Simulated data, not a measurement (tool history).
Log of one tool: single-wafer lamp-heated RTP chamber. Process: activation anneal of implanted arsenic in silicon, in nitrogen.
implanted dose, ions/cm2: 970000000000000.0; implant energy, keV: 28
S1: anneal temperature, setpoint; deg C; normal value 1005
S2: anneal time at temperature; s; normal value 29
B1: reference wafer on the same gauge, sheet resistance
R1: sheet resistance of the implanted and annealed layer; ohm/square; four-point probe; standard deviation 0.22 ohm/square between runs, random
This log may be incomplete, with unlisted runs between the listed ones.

| run | hour | S1 | S2 | B1 | R1 |
|---|---|---|---|---|---|
| 1 | 0.0 | 1005 | 29 | 131.03 | 120.01 |
| 2 | 40.3 | 1005 | 29 | 131.01 | 119.53 |
| 3 | 71.7 | 1005 | 29 | 131.06 | 118.90 |
| 4 | 98.4 | 1005 | 29 | 130.97 | 119.14 |
| 5 | 111.8 | 1005 | 29 | 130.97 | 118.69 |
| 6 | 129.8 | 1005 | 29 | 130.96 | 118.48 |
| 7 | 165.7 | 1005 | 29 | 130.98 | 121.06 |
| 8 | 186.3 | 984 | 29 | 130.94 | 124.58 |
| 9 | 204.8 | 984 | 29 | 131.00 | 124.73 |
| 10 | 236.2 | 984 | 29 | 131.00 | 124.45 |
| 11 | 252.3 | 1005 | 29 | 130.96 | 121.31 |
| 12 | 264.7 | 1016 | 29 | 130.95 | 119.35 |
| 13 | 287.8 | 1005 | 18 | 131.00 | 123.13 |
| 14 | 313.7 | 1005 | 18 | 130.97 | 123.77 |
| 15 | 329.8 | 1005 | 29 | 130.97 | 121.03 |
| 16 | 352.2 | 1005 | 29 | 130.99 | 120.08 |
| 17 | 370.6 | 1005 | 29 | 131.02 | 120.46 |
| 18 | 402.0 | 1015 | 42 | 131.00 | 116.94 |
| 19 | 435.0 | 1016 | 35 | 130.94 | 117.41 |
| 20 | 449.6 | 989 | 22 | 131.00 | 123.39 |
| 21 | 519.7 | 1029 | 29 | 131.00 | 117.64 |
| 22 | 532.1 | 1029 | 29 | 131.03 | 117.52 |
| 23 | 557.3 | 1031 | 16 | 130.97 | 120.72 |
| 24 | 581.2 | 1005 | 29 | 130.98 | 121.63 |
| 25 | 599.0 | 1021 | 39 | 131.02 | 117.27 |
| 26 | 625.9 | 1031 | 20 | 130.98 | 119.93 |
| 27 | 648.6 | 983 | 45 | 131.00 | 122.07 |
| 28 | 677.7 | 976 | 45 | 130.98 | 122.81 |
| 29 | 712.4 | 1005 | 29 | 131.06 | 120.64 |
| 30 | 737.1 | 997 | 21 | 130.94 | 123.28 |
| 31 | 764.6 | 1024 | 42 | 131.01 | 115.17 |
| 32 | 783.7 | 1016 | 44 | 131.01 | 115.54 |
| 33 | 804.5 | 990 | 29 | 130.98 | 121.83 |
| 34 | 834.3 | 980 | 43 | 131.00 | 120.99 |

Missing from the log above: 5 entries noted between runs. For each, name the pair of listed runs it sits between and say how the tool's hidden condition differs from the listed run just before to the listed run just after:
Between runs 6 and 7: reflector plate cleaned (hour 146.3); pyrometer window cleaned and pyrometer calibrated (hour 165.2)
  true wafer temperature minus pyrometer reading, K: 13.7 -> 0.936; wafer temperature error from the tarnished reflector plate, K: 9.8 -> 0.045
  the result without the hidden state subtracted from the measured one, R1: -3.13 -> -0.13 ohm/square
Between runs 20 and 21: pyrometer window cleaned and pyrometer calibrated (hour 506.1)
  true wafer temperature minus pyrometer reading, K: 9.38 -> 0.232; wafer temperature error from the tarnished reflector plate, K: 4.55 -> 6.88
  the result without the hidden state subtracted from the measured one, R1: -2.23 -> -0.96 ohm/square
Between runs 23 and 24: reflector plate cleaned (hour 576.0)
  true wafer temperature minus pyrometer reading, K: 0.486 -> 0.802; wafer temperature error from the tarnished reflector plate, K: 8.33 -> 0.363
  the result without the hidden state subtracted from the measured one, R1: -1.08 -> -0.16 ohm/square
Between runs 24 and 25: gauge calibrated (hour 595.8)
  true wafer temperature minus pyrometer reading, K: 0.802 -> 1.11; wafer temperature error from the tarnished reflector plate, K: 0.363 -> 0.388
  the result without the hidden state subtracted from the measured one, R1: -0.16 -> -0.21 ohm/square
